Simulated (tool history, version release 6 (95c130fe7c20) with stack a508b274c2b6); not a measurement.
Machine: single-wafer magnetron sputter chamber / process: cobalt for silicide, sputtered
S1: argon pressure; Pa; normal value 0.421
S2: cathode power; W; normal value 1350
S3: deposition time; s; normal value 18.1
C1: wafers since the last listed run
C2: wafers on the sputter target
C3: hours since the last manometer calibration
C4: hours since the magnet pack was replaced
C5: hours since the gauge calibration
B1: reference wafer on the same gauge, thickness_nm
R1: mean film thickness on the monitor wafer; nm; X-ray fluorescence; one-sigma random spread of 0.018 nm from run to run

| run | hour | S1 | S2 | S3 | C1 | C2 | C3 | C4 | C5 | B1 | R1 |
|---|---|---|---|---|---|---|---|---|---|---|---|
| 1 | 0.0 | 0.421 | 1350 | 18.1 | 0 | 5724 | 2468.3 | 11835.0 | 205.8 | 10.798 | 12.074 |
| 2 | 15.8 | 0.421 | 1350 | 18.1 | 497 | 6222 | 2484.1 | 11850.8 | 221.6 | 10.799 | 12.050 |
| 3 | 27.4 | 0.421 | 1350 | 18.1 | 365 | 6587 | 2495.7 | 11862.4 | 233.2 | 10.798 | 12.039 |
| 4 | 44.7 | 0.421 | 1350 | 18.1 | 544 | 7132 | 2513.0 | 11879.7 | 250.5 | 10.801 | 12.039 |
| 5 | 55.6 | 0.421 | 1350 | 18.1 | 343 | 7475 | 2523.9 | 11890.6 | 261.4 | 10.800 | 12.056 |
| 6 | 65.5 | 0.421 | 1350 | 18.1 | 311 | 7787 | 2533.8 | 11900.5 | 271.3 | 10.799 | 12.009 |
|  | 79.4 | sputter target and shields replaced |
|  | 80.9 | magnet pack replaced |
| 7 | 81.4 | 0.421 | 1450 | 18.1 | 203 | 16 | 2549.7 | 0.5 | 287.2 | 10.799 | 13.133 |
| 8 | 88.1 | 0.421 | 1550 | 18.1 | 211 | 227 | 2556.4 | 7.2 | 293.9 | 10.799 | 13.980 |
| 9 | 102.2 | 0.421 | 1350 | 18.1 | 444 | 671 | 2570.5 | 21.3 | 308.0 | 10.800 | 12.191 |
| 10 | 118.4 | 0.543 | 1350 | 19.9 | 510 | 1181 | 2586.7 | 37.5 | 324.2 | 10.804 | 12.935 |
| 11 | 136.2 | 0.543 | 1350 | 19.9 | 560 | 1742 | 2604.5 | 55.3 | 342.0 | 10.802 | 12.937 |
| 12 | 144.1 | 0.335 | 1350 | 18.1 | 248 | 1990 | 2612.4 | 63.2 | 349.9 | 10.800 | 12.427 |
| 13 | 159.2 | 0.421 | 1350 | 18.1 | 475 | 2466 | 2627.5 | 78.3 | 365.0 | 10.800 | 12.153 |
| 14 | 166.0 | 0.421 | 1350 | 18.1 | 214 | 2680 | 2634.3 | 85.1 | 371.8 | 10.797 | 12.140 |
| 15 | 180.5 | 0.522 | 1200 | 16.7 | 456 | 3137 | 2648.8 | 99.6 | 386.3 | 10.800 | 9.665 |
| 16 | 194.5 | 0.319 | 1350 | 21.0 | 440 | 3578 | 2662.8 | 113.6 | 400.3 | 10.799 | 14.440 |
| 17 | 200.8 | 0.288 | 1150 | 19.2 | 198 | 3776 | 2669.1 | 119.9 | 406.6 | 10.798 | 11.375 |
| 18 | 207.3 | 0.421 | 1350 | 16.4 | 204 | 3981 | 2675.6 | 126.4 | 413.1 | 10.802 | 10.971 |
|  | 218.7 | capacitance manometer re-zeroed and calibrated |
|  | 224.9 | gauge calibrated |
| 19 | 228.3 | 0.309 | 1350 | 15.8 | 409 | 4391 | 9.6 | 147.4 | 3.4 | 10.796 | 10.685 |
| 20 | 244.9 | 0.537 | 1100 | 15.1 | 522 | 4913 | 26.2 | 164.0 | 20.0 | 10.795 | 7.743 |
| 21 | 262.8 | 0.568 | 1350 | 18.1 | 563 | 5477 | 44.1 | 181.9 | 37.9 | 10.801 | 11.245 |
| 22 | 270.5 | 0.531 | 1200 | 20.8 | 242 | 5720 | 51.8 | 189.6 | 45.6 | 10.804 | 11.649 |
| 23 | 285.4 | 0.274 | 1550 | 15.2 | 469 | 6189 | 66.7 | 204.5 | 60.5 | 10.800 | 11.961 |
| 24 | 293.6 | 0.421 | 1350 | 18.1 | 258 | 6447 | 74.9 | 212.7 | 68.7 | 10.799 | 11.806 |
| 25 | 310.0 | 0.421 | 1350 | 18.1 | 516 | 6964 | 91.3 | 229.1 | 85.1 | 10.800 | 11.774 |
| 26 | 320.3 | 0.421 | 1350 | 18.1 | 324 | 7288 | 101.6 | 239.4 | 95.4 | 10.802 | 11.804 |
| 27 | 335.8 | 0.288 | 1150 | 19.2 | 488 | 7776 | 117.1 | 254.9 | 110.9 | 10.800 | 11.165 |
| 28 | 347.2 | 0.421 | 1350 | 15.6 | 359 | 8136 | 128.5 | 266.3 | 122.3 | 10.799 | 10.152 |
| 29 | 360.0 | 0.547 | 1350 | 19.4 | 403 | 8539 | 141.3 | 279.1 | 135.1 | 10.799 | 12.141 |
|  | 371.5 | sputter target and shields replaced |
| 30 | 377.3 | 0.421 | 1350 | 18.1 | 292 | 181 | 158.6 | 296.4 | 152.4 | 10.800 | 12.005 |
| 31 | 390.7 | 0.421 | 1350 | 18.1 | 422 | 603 | 172.0 | 309.8 | 165.8 | 10.797 | 11.995 |
| 32 | 403.8 | 0.481 | 1600 | 18.1 | 412 | 1015 | 185.1 | 322.9 | 178.9 | 10.798 | 13.938 |
| 33 | 414.4 | 0.421 | 1250 | 18.1 | 333 | 1349 | 195.7 | 333.5 | 189.5 | 10.801 | 11.087 |
| 34 | 431.5 | 0.421 | 1050 | 19.9 | 538 | 1888 | 212.8 | 350.6 | 206.6 | 10.803 | 10.271 |

5 ways to go on from here, each from the tool as it stands after run 34. What would each give?
| A | 431.9 | 0.421 | 1350 | 15.7 | 12 | 1901 | 213.2 | 351.0 | 207.0 | ? | ? |
| B | 431.9 | 0.518 | 1250 | 15.7 | 12 | 1901 | 213.2 | 351.0 | 207.0 | ? | ? |
| C | 431.9 | 0.270 | 1550 | 19.2 | 12 | 1901 | 213.2 | 351.0 | 207.0 | ? | ? |
| D | 431.9 | 0.537 | 1050 | 21.3 | 12 | 1901 | 213.2 | 351.0 | 207.0 | ? | ? |
| E | 431.9 | 0.574 | 1250 | 16.1 | 12 | 1901 | 213.2 | 351.0 | 207.0 | ? | ? |

| run | B1 | R1 |
|---|---|---|
| A | 10.801 | 10.422 |
| B | 10.801 | 9.353 |
| C | 10.801 | 15.374 |
| D | 10.801 | 10.594 |
| E | 10.801 | 9.421 |
Without the tool's unlogged condition, the same runs would have read:
| run | R1 |
|---|---|
| A | 10.401 |
| B | 9.321 |
| C | 15.378 |
| D | 10.555 |
| E | 9.381 |

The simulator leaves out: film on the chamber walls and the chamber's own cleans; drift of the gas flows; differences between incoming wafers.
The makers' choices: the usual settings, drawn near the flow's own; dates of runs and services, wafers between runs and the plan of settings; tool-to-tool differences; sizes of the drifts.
